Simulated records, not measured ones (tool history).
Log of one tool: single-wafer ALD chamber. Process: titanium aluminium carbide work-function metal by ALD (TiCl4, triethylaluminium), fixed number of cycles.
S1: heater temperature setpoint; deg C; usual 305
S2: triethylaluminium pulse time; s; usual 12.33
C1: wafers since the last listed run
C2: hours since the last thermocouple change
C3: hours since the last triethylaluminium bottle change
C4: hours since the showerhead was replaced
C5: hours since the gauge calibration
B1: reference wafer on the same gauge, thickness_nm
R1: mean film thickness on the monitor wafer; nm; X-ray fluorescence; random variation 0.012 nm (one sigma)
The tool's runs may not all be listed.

{"run": 1, "day": 0.0, "S1": 305, "S2": 12.33, "C1": 0, "C2": 2160.6, "C3": 847.4, "C4": 6797.8, "C5": 161, "B1": 2.427, "R1": 2.114}
{"run": 2, "day": 0.717, "S1": 305, "S2": 12.33, "C1": 177, "C2": 2177.8, "C3": 864.6, "C4": 6815, "C5": 178.2, "B1": 2.433, "R1": 2.114}
{"run": 3, "day": 1.108, "S1": 305, "S2": 12.33, "C1": 96, "C2": 2187.2, "C3": 874, "C4": 6824.4, "C5": 187.6, "B1": 2.429, "R1": 2.1}
{"run": 4, "day": 1.838, "S1": 299, "S2": 12.33, "C1": 180, "C2": 2204.7, "C3": 891.5, "C4": 6841.9, "C5": 205.1, "B1": 2.428, "R1": 2.039}
{"run": 5, "day": 2.429, "S1": 299, "S2": 12.33, "C1": 146, "C2": 2218.9, "C3": 905.7, "C4": 6856.1, "C5": 219.3, "B1": 2.433, "R1": 2.042}
{"run": 6, "day": 2.792, "S1": 299, "S2": 12.33, "C1": 89, "C2": 2227.6, "C3": 914.4, "C4": 6864.8, "C5": 228, "B1": 2.427, "R1": 2.037}
{"run": 7, "day": 3.192, "S1": 297, "S2": 8.78, "C1": 99, "C2": 2237.2, "C3": 924, "C4": 6874.4, "C5": 237.6, "B1": 2.428, "R1": 1.997}
{"run": 8, "day": 3.796, "S1": 297, "S2": 8.78, "C1": 149, "C2": 2251.7, "C3": 938.5, "C4": 6888.9, "C5": 252.1, "B1": 2.428, "R1": 1.951}
{"run": 9, "day": 4.162, "S1": 297, "S2": 8.78, "C1": 90, "C2": 2260.5, "C3": 947.3, "C4": 6897.7, "C5": 260.9, "B1": 2.428, "R1": 1.974}
{"run": 10, "day": 4.579, "S1": 305, "S2": 9.06, "C1": 103, "C2": 2270.5, "C3": 957.3, "C4": 6907.7, "C5": 270.9, "B1": 2.431, "R1": 2.066}
{"run": 11, "day": 5.067, "S1": 305, "S2": 9.06, "C1": 120, "C2": 2282.2, "C3": 969, "C4": 6919.4, "C5": 282.6, "B1": 2.428, "R1": 2.04}
{"run": 12, "day": 5.608, "S1": 305, "S2": 9.06, "C1": 134, "C2": 2295.2, "C3": 982, "C4": 6932.4, "C5": 295.6, "B1": 2.431, "R1": 2.062}
{"run": 13, "day": 5.971, "S1": 305, "S2": 12.33, "C1": 89, "C2": 2303.9, "C3": 990.7, "C4": 6941.1, "C5": 304.3, "B1": 2.428, "R1": 2.091}
{"run": 14, "day": 6.358, "S1": 305, "S2": 12.33, "C1": 95, "C2": 2313.2, "C3": 1000, "C4": 6950.4, "C5": 313.6, "B1": 2.426, "R1": 2.115}
{"run": 15, "day": 6.692, "S1": 316, "S2": 12.33, "C1": 82, "C2": 2321.2, "C3": 1008, "C4": 6958.4, "C5": 321.6, "B1": 2.433, "R1": 2.214}
{"run": 16, "day": 7.112, "S1": 314, "S2": 16.65, "C1": 104, "C2": 2331.3, "C3": 1018.1, "C4": 6968.5, "C5": 331.7, "B1": 2.426, "R1": 2.228}
{"run": 17, "day": 7.767, "S1": 305, "S2": 12.33, "C1": 161, "C2": 2347, "C3": 1033.8, "C4": 6984.2, "C5": 347.4, "B1": 2.429, "R1": 2.097}
{"run": 18, "day": 8.208, "S1": 315, "S2": 16.2, "C1": 109, "C2": 2357.6, "C3": 1044.4, "C4": 6994.8, "C5": 358, "B1": 2.429, "R1": 2.226}
{"day": 8.596, "done": "triethylaluminium bottle replaced"}
{"run": 19, "day": 8.696, "S1": 305, "S2": 11.1, "C1": 38, "C2": 2369.3, "C3": 2.4, "C4": 7006.5, "C5": 369.7, "B1": 2.431, "R1": 2.084}
{"day": 9.733, "done": "thermocouple changed; heater temperature recalibrated"}
{"run": 20, "day": 9.754, "S1": 311, "S2": 8.36, "C1": 179, "C2": 0.5, "C3": 27.8, "C4": 7031.9, "C5": 395.1, "B1": 2.429, "R1": 2.106}
{"run": 21, "day": 9.767, "S1": 313, "S2": 13.96, "C1": 3, "C2": 0.8, "C3": 28.1, "C4": 7032.2, "C5": 395.4, "B1": 2.434, "R1": 2.198}
{"run": 22, "day": 10.408, "S1": 305, "S2": 12.33, "C1": 158, "C2": 16.2, "C3": 43.5, "C4": 7047.6, "C5": 410.8, "B1": 2.435, "R1": 2.104}
{"day": 10.521, "done": "gauge calibrated"}
{"day": 10.858, "done": "showerhead replaced"}
{"run": 23, "day": 10.879, "S1": 318, "S2": 8.09, "C1": 34, "C2": 27.5, "C3": 54.8, "C4": 0.5, "C5": 8.6, "B1": 2.432, "R1": 2.169}
{"run": 24, "day": 11.246, "S1": 300, "S2": 7.6, "C1": 90, "C2": 36.3, "C3": 63.6, "C4": 9.3, "C5": 17.4, "B1": 2.43, "R1": 1.982}
{"run": 25, "day": 11.512, "S1": 318, "S2": 10.39, "C1": 66, "C2": 42.7, "C3": 70, "C4": 15.7, "C5": 23.8, "B1": 2.43, "R1": 2.197}
{"run": 26, "day": 12.012, "S1": 311, "S2": 16.88, "C1": 123, "C2": 54.7, "C3": 82, "C4": 27.7, "C5": 35.8, "B1": 2.429, "R1": 2.198}
{"run": 27, "day": 12.65, "S1": 305, "S2": 12.33, "C1": 157, "C2": 70, "C3": 97.3, "C4": 43, "C5": 51.1, "B1": 2.43, "R1": 2.128}
{"run": 28, "day": 13.142, "S1": 313, "S2": 12.33, "C1": 121, "C2": 81.8, "C3": 109.1, "C4": 54.8, "C5": 62.9, "B1": 2.431, "R1": 2.172}
{"run": 29, "day": 13.858, "S1": 315, "S2": 12.33, "C1": 177, "C2": 99, "C3": 126.3, "C4": 72, "C5": 80.1, "B1": 2.433, "R1": 2.201}
{"run": 30, "day": 14.292, "S1": 315, "S2": 15.97, "C1": 107, "C2": 109.4, "C3": 136.7, "C4": 82.4, "C5": 90.5, "B1": 2.428, "R1": 2.226}
{"run": 31, "day": 14.783, "S1": 312, "S2": 9.37, "C1": 121, "C2": 121.2, "C3": 148.5, "C4": 94.2, "C5": 102.3, "B1": 2.429, "R1": 2.132}

Hidden state at the last listed run before each entry between runs and at the first one after, where it differs:
Between runs 18 and 19: triethylaluminium bottle replaced (day 8.596)
  no hidden state differs between the two runs
Between runs 19 and 20: thermocouple changed; heater temperature recalibrated (day 9.733)
  no hidden state differs between the two runs
Between runs 22 and 23: gauge calibrated (day 10.521); showerhead replaced (day 10.858)
  no hidden state differs between the two runs
